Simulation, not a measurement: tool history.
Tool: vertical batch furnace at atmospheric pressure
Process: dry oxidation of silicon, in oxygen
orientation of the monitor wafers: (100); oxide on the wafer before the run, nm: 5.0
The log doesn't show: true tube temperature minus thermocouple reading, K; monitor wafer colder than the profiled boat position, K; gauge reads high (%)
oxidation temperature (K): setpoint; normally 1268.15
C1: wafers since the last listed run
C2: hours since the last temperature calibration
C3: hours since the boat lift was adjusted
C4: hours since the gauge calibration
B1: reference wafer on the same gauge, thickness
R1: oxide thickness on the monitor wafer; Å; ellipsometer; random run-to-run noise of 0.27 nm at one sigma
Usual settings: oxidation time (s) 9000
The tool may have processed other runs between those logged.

Run 1, hour 0.0: usual settings; C1 0; C2 3019.6; C3 1838.9; C4 725.2; B1 90.87. Result: R1 804.3 Å.
Run 2, hour 22.7: usual settings; C1 280; C2 3042.3; C3 1861.6; C4 747.9; B1 90.93. Result: R1 810.6 Å.
Run 3, hour 49.2: usual settings; C1 327; C2 3068.8; C3 1888.1; C4 774.4; B1 90.89. Result: R1 805.5 Å.
Run 4, hour 58.9: usual settings; C1 119; C2 3078.5; C3 1897.8; C4 784.1; B1 90.91. Result: R1 812.1 Å.
Run 5, hour 77.5: usual settings but oxidation temperature (K) 1248.15, oxidation time (s) 6210; C1 229; C2 3097.1; C3 1916.4; C4 802.7; B1 90.92. Result: R1 530.4 Å.
Run 6, hour 104.9: usual settings; C1 338; C2 3124.5; C3 1943.8; C4 830.1; B1 90.89. Result: R1 810.7 Å.
Run 7, hour 169.8: usual settings; C1 801; C2 3189.4; C3 2008.7; C4 895.0; B1 90.84. Result: R1 805.7 Å.
Run 8, hour 194.3: usual settings; C1 302; C2 3213.9; C3 2033.2; C4 919.5; B1 90.85. Result: R1 803.6 Å.
Run 9, hour 216.5: usual settings but oxidation time (s) 12360; C1 274; C2 3236.1; C3 2055.4; C4 941.7; B1 90.90. Result: R1 1000.8 Å.
Run 10, hour 226.8: usual settings but oxidation time (s) 7920; C1 127; C2 3246.4; C3 2065.7; C4 952.0; B1 90.92. Result: R1 737.4 Å.
Run 11, hour 244.8: usual settings; C1 222; C2 3264.4; C3 2083.7; C4 970.0; B1 90.86. Result: R1 800.5 Å.
Run 12, hour 261.3: usual settings but oxidation temperature (K) 1253.15; C1 203; C2 3280.9; C3 2100.2; C4 986.5; B1 90.88. Result: R1 708.0 Å.
Run 13, hour 278.9: usual settings but oxidation temperature (K) 1253.15; C1 217; C2 3298.5; C3 2117.8; C4 1004.1; B1 90.88. Result: R1 710.6 Å.
Run 14, hour 295.1: usual settings; C1 200; C2 3314.7; C3 2134.0; C4 1020.3; B1 90.93. Result: R1 797.9 Å.
Run 15, hour 323.0: usual settings; C1 344; C2 3342.6; C3 2161.9; C4 1048.2; B1 90.89. Result: R1 804.3 Å.
Run 16, hour 341.7: usual settings but oxidation time (s) 4890; C1 231; C2 3361.3; C3 2180.6; C4 1066.9; B1 90.92. Result: R1 530.9 Å.
At hour 367.4: boat lift adjusted.
Run 17, hour 368.0: usual settings but oxidation temperature (K) 1288.15, oxidation time (s) 13020; C1 28; C2 3387.6; C3 0.6; C4 1093.2; B1 90.92. Result: R1 1217.0 Å.
Run 18, hour 393.4: usual settings but oxidation temperature (K) 1251.15, oxidation time (s) 13080; C1 313; C2 3413.0; C3 26.0; C4 1118.6; B1 90.83. Result: R1 902.2 Å.
Run 19, hour 407.1: usual settings; C1 169; C2 3426.7; C3 39.7; C4 1132.3; B1 90.88. Result: R1 790.8 Å.
Run 20, hour 478.5: usual settings; C1 882; C2 3498.1; C3 111.1; C4 1203.7; B1 90.88. Result: R1 785.9 Å.
At hour 504.3: gauge calibrated.
At hour 518.9: thermocouples replaced and temperature profile calibrated.
Run 21, hour 519.4: usual settings but oxidation temperature (K) 1259.15, oxidation time (s) 13260; C1 208; C2 0.5; C3 152.0; C4 15.1; B1 90.86. Result: R1 959.6 Å.
Run 22, hour 526.0: usual settings but oxidation temperature (K) 1255.15, oxidation time (s) 13290; C1 81; C2 7.1; C3 158.6; C4 21.7; B1 90.95. Result: R1 931.3 Å.
Run 23, hour 537.3: usual settings but oxidation temperature (K) 1249.15, oxidation time (s) 12390; C1 139; C2 18.4; C3 169.9; C4 33.0; B1 90.93. Result: R1 854.7 Å.
Run 24, hour 550.4: usual settings but oxidation temperature (K) 1243.15, oxidation time (s) 12090; C1 161; C2 31.5; C3 183.0; C4 46.1; B1 90.89. Result: R1 800.4 Å.
Run 25, hour 576.1: usual settings but oxidation temperature (K) 1284.15, oxidation time (s) 5190; C1 317; C2 57.2; C3 208.7; C4 71.8; B1 90.94. Result: R1 629.1 Å.
At hour 620.8: boat lift adjusted, repeated, since the last time left the tool worse.
Run 26, hour 621.3: usual settings but oxidation temperature (K) 1285.15, oxidation time (s) 12000; C1 261; C2 102.4; C3 0.5; C4 117.0; B1 90.84. Result: R1 1170.0 Å.
Run 27, hour 627.9: usual settings but oxidation temperature (K) 1245.15, oxidation time (s) 12030; C1 81; C2 109.0; C3 7.1; C4 123.6; B1 90.93. Result: R1 840.8 Å.
Run 28, hour 636.1: usual settings but oxidation temperature (K) 1284.15, oxidation time (s) 11970; C1 101; C2 117.2; C3 15.3; C4 131.8; B1 90.95. Result: R1 1162.6 Å.
Run 29, hour 661.7: usual settings but oxidation temperature (K) 1250.15, oxidation time (s) 11940; C1 316; C2 142.8; C3 40.9; C4 157.4; B1 90.89. Result: R1 865.8 Å.
Run 30, hour 679.3: usual settings but oxidation temperature (K) 1261.15, oxidation time (s) 12210; C1 217; C2 160.4; C3 58.5; C4 175.0; B1 90.94. Result: R1 953.1 Å.
Run 31, hour 698.9: usual settings but oxidation temperature (K) 1290.15, oxidation time (s) 12540; C1 242; C2 180.0; C3 78.1; C4 194.6; B1 90.89. Result: R1 1267.0 Å.
Run 32, hour 723.5: usual settings but oxidation temperature (K) 1284.15, oxidation time (s) 5190; C1 303; C2 204.6; C3 102.7; C4 219.2; B1 90.89. Result: R1 664.3 Å.
Run 33, hour 739.6: usual settings but oxidation time (s) 6150; C1 198; C2 220.7; C3 118.8; C4 235.3; B1 90.82. Result: R1 638.6 Å.
Run 34, hour 763.0: usual settings but oxidation time (s) 6150; C1 289; C2 244.1; C3 142.2; C4 258.7; B1 90.86. Result: R1 637.9 Å.
Run 35, hour 795.7: usual settings but oxidation temperature (K) 1287.15, oxidation time (s) 7500; C1 403; C2 276.8; C3 174.9; C4 291.4; B1 90.88. Result: R1 868.3 Å.
Run 36, hour 818.0: usual settings but oxidation temperature (K) 1286.15; C1 275; C2 299.1; C3 197.2; C4 313.7; B1 90.85. Result: R1 967.7 Å.
Run 37, hour 841.9: usual settings but oxidation temperature (K) 1290.15, oxidation time (s) 7740; C1 295; C2 323.0; C3 221.1; C4 337.6; B1 90.92. Result: R1 906.4 Å.
Run 38, hour 857.2: usual settings but oxidation time (s) 6150; C1 189; C2 338.3; C3 236.4; C4 352.9; B1 90.93. Result: R1 635.4 Å.

For each run, what was the tool's unlogged condition?
true tube temperature minus thermocouple reading, K: 0 in every run
gauge reads high (%): 0 in every run
H1: monitor wafer colder than the profiled boat position, K
run        H1
  1      2.56
  2      2.59
  3      2.62
  4      2.64
  5      2.66
  6       2.7
  7      2.79
  8      2.82
  9      2.85
 10      2.87
 11      2.89
 12      2.91
 13      2.94
 14      2.96
 15         3
 16      3.02
 17      4.86
 18      4.89
 19      4.91
 20      5.01
 21      5.07
 22      5.08
 23      5.09
 24      5.11
 25      5.14
 26  0.000693
 27   0.00972
 28    0.0209
 29     0.056
 30      0.08
 31     0.107
 32      0.14
 33     0.162
 34     0.195
 35     0.239
 36      0.27
 37     0.302
 38     0.323
